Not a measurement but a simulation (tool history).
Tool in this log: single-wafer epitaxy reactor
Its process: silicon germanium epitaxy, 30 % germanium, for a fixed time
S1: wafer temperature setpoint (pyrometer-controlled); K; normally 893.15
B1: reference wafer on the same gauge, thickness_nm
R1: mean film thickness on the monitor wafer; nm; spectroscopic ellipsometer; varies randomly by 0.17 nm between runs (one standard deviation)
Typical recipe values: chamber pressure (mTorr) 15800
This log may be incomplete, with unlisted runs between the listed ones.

run 1 hour=0.0 | S1=893.15 chamber_pressure_(mTorr)=15800 | B1=62.281 | R1=73.523
run 2 hour=43.6 | S1=893.15 chamber_pressure_(mTorr)=15800 | B1=62.202 | R1=73.637
run 3 hour=107.2 | S1=893.15 chamber_pressure_(mTorr)=15800 | B1=62.228 | R1=73.677
run 4 hour=276.8 | S1=893.15 chamber_pressure_(mTorr)=15800 | B1=62.226 | R1=73.509
run 5 hour=322.8 | S1=893.15 chamber_pressure_(mTorr)=15800 | B1=62.181 | R1=73.672
run 6 hour=380.1 | S1=893.15 chamber_pressure_(mTorr)=15800 | B1=62.153 | R1=73.511
-- hour=411.7 showerhead replaced
run 7 hour=445.9 | S1=893.15 chamber_pressure_(mTorr)=15800 | B1=62.217 | R1=73.509
run 8 hour=505.5 | S1=882.15 chamber_pressure_(mTorr)=15800 | B1=62.258 | R1=61.879
-- hour=521.9 gauge calibrated
-- hour=541.1 pyrometer calibrated
run 9 hour=551.1 | S1=882.15 chamber_pressure_(mTorr)=15800 | B1=62.203 | R1=63.467
-- hour=568.5 capacitance manometer re-zeroed and calibrated
run 10 hour=585.5 | S1=900.15 chamber_pressure_(mTorr)=15800 | B1=62.188 | R1=81.814
run 11 hour=654.7 | S1=900.15 chamber_pressure_(mTorr)=15800 | B1=62.155 | R1=82.283
run 12 hour=689.1 | S1=882.15 chamber_pressure_(mTorr)=15800 | B1=62.140 | R1=62.327
run 13 hour=734.9 | S1=897.15 chamber_pressure_(mTorr)=19500 | B1=62.173 | R1=84.893
run 14 hour=800.5 | S1=908.15 chamber_pressure_(mTorr)=13300 | B1=62.235 | R1=87.716
run 15 hour=863.7 | S1=882.15 chamber_pressure_(mTorr)=14600 | B1=62.164 | R1=60.719
run 16 hour=914.1 | S1=893.15 chamber_pressure_(mTorr)=19300 | B1=62.141 | R1=79.636
run 17 hour=981.2 | S1=884.15 chamber_pressure_(mTorr)=12000 | B1=62.184 | R1=58.889
run 18 hour=1033.9 | S1=885.15 chamber_pressure_(mTorr)=17900 | B1=62.191 | R1=68.668
run 19 hour=1096.6 | S1=879.15 chamber_pressure_(mTorr)=14000 | B1=62.202 | R1=57.577
run 20 hour=1150.1 | S1=887.15 chamber_pressure_(mTorr)=18800 | B1=62.195 | R1=72.112
run 21 hour=1210.8 | S1=893.15 chamber_pressure_(mTorr)=15800 | B1=62.182 | R1=74.837
-- hour=1221.5 gauge calibrated
run 22 hour=1275.4 | S1=885.15 chamber_pressure_(mTorr)=18900 | B1=62.200 | R1=70.232

Alternative continuations, all from the tool just after run 22; predict every row:
run A hour=1275.8 | S1=893.15 chamber_pressure_(mTorr)=15800 | B1=? | R1=?
run B hour=1275.8 | S1=901.15 chamber_pressure_(mTorr)=12200 | B1=? | R1=?
run C hour=1275.8 | S1=907.15 chamber_pressure_(mTorr)=12500 | B1=? | R1=?

run=A B1=62.234 R1=74.159
run=B B1=62.234 R1=76.678
run=C B1=62.234 R1=84.615
What these runs would have given with no unlogged condition in the tool:
run=A R1=73.412
run=B R1=75.897
run=C R1=83.745
